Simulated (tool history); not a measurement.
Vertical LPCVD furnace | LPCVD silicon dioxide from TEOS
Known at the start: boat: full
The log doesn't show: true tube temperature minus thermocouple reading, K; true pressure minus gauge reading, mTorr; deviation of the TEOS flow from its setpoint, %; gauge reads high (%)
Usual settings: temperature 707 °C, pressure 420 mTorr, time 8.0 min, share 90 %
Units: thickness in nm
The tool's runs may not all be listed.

run	hour	temperature	pressure	time	share	wafers since the last listed run	hours since the last temperature calibration	hours since the pressure gauge was zeroed	hours since the TEOS flow controller was replaced	hours since the gauge calibration	read-back reference wafer on the same gauge, thickness	thickness
1	0.0	707	420	6.0	84	0	2267.4	1574.8	4405.3	601.8	93.40	66.09
2	55.5	700	420	8.0	90	981	2322.9	1630.3	4460.8	657.3	93.21	78.63
3	112.2	700	420	8.0	90	1002	2379.6	1687.0	4517.5	714.0	93.25	79.22
4	173.9	700	420	8.0	90	1091	2441.3	1748.7	4579.2	775.7	93.16	78.87
5	212.7	707	420	8.0	90	686	2480.1	1787.5	4618.0	814.5	93.12	92.74
6	265.8	707	420	8.0	90	939	2533.2	1840.6	4671.1	867.6	93.39	92.60
7	320.0	707	420	8.0	90	958	2587.4	1894.8	4725.3	921.8	93.26	92.55
8	345.7	707	420	8.0	90	454	2613.1	1920.5	4751.0	947.5	93.43	93.47
9	394.0	707	420	8.0	90	854	2661.4	1968.8	4799.3	995.8	93.34	92.83
# hour 443.2: gauge calibrated
10	460.0	707	420	8.0	90	1167	2727.4	2034.8	4865.3	16.8	93.18	93.04
11	527.2	707	420	8.0	90	1188	2794.6	2102.0	4932.5	84.0	93.19	92.35
12	552.1	707	420	8.0	90	440	2819.5	2126.9	4957.4	108.9	93.23	92.50
# hour 606.8: pressure gauge zeroed
13	607.3	707	350	8.0	79	551	2874.7	0.5	5012.6	164.1	93.20	80.42
14	641.8	719	420	5.0	90	610	2909.2	35.0	5047.1	198.6	93.22	76.26
# hour 696.8: TEOS flow controller replaced
15	699.1	717	420	8.0	90	588	2966.5	92.3	2.3	255.9	93.33	117.81
16	743.3	701	325	9.5	76	781	3010.7	136.5	46.5	300.1	93.17	78.94
17	770.0	707	325	9.0	97	472	3037.4	163.2	73.2	326.8	93.06	95.68
# hour 797.8: thermocouples replaced and temperature profile calibrated
18	819.4	700	420	8.0	90	449	21.6	212.6	122.6	376.2	93.34	74.07
19	863.4	707	420	11.0	90	778	65.6	256.6	166.6	420.2	93.24	120.55
20	932.0	697	420	6.0	77	1213	134.2	325.2	235.2	488.8	93.21	48.51
21	987.3	707	385	8.0	90	977	189.5	380.5	290.5	544.1	93.08	83.89
22	1018.4	707	510	9.0	90	549	220.6	411.6	321.6	575.2	93.29	108.54
23	1049.4	707	375	9.5	82	548	251.6	442.6	352.6	606.2	93.23	94.78
24	1073.6	707	385	8.0	90	427	275.8	466.8	376.8	630.4	93.28	84.36
25	1098.7	700	475	5.0	75	443	300.9	491.9	401.9	655.5	93.10	45.39
26	1134.0	707	420	8.0	82	624	336.2	527.2	437.2	690.8	93.21	84.22
27	1169.1	707	420	8.0	90	620	371.3	562.3	472.3	725.9	93.15	88.41

4 ways to go on from here, each from the tool as it stands after run 27. What would each give?
A	1174.0	707	420	8.0	90	86	376.2	567.2	477.2	730.8	?	?
B	1174.0	707	420	10.0	90	86	376.2	567.2	477.2	730.8	?	?
C	1174.0	702	420	8.0	90	86	376.2	567.2	477.2	730.8	?	?
D	1174.0	701	390	8.0	77	86	376.2	567.2	477.2	730.8	?	?

run	read-back reference wafer on the same gauge, thickness	thickness
A	93.20	88.35
B	93.20	110.44
C	93.20	78.75
D	93.20	68.58
Without the tool's hidden state the same runs would have given:
run	thickness
A	86.90
B	108.62
C	77.44
D	67.44
